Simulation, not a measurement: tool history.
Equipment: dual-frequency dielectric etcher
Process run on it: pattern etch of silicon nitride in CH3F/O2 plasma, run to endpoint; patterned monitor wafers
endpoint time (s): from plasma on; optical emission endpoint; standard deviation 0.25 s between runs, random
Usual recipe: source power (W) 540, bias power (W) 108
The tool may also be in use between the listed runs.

run   hour  source power (W)  bias power (W)  incoming incoming film thickness, nm  endpoint time (s)
  1    0.0               540             108                                  99.0               84.9
  2   28.2               540             108                                 100.2               85.9
  3   60.7               540             108                                  99.4               86.2
  4  143.9               540             108                                  97.3               84.4
     163.3  -- source power generator calibrated
     177.6  -- wet clean of the chamber
  5  178.1               540             108                                  99.4               83.3
     183.0  -- bias power generator calibrated
  6  184.0               540             108                                  99.0               83.2
     210.1  -- upper electrode replaced
  7  210.6               540             108                                  99.0               83.0
  8  221.2               540             108                                  98.7               83.1
  9  252.0               540             100                                  99.3               86.6
 10  284.3               450              82                                  99.2              104.3
 11  308.0               410             108                                  99.0               96.6

Estimate the outcome of run 12 from the log above:
 12  321.6               650              83                                  99.7                  ?

Run 12 produced endpoint time (s) 86.1.
Had the tool carried no hidden state, the very same run would have given endpoint time (s) 86.0.
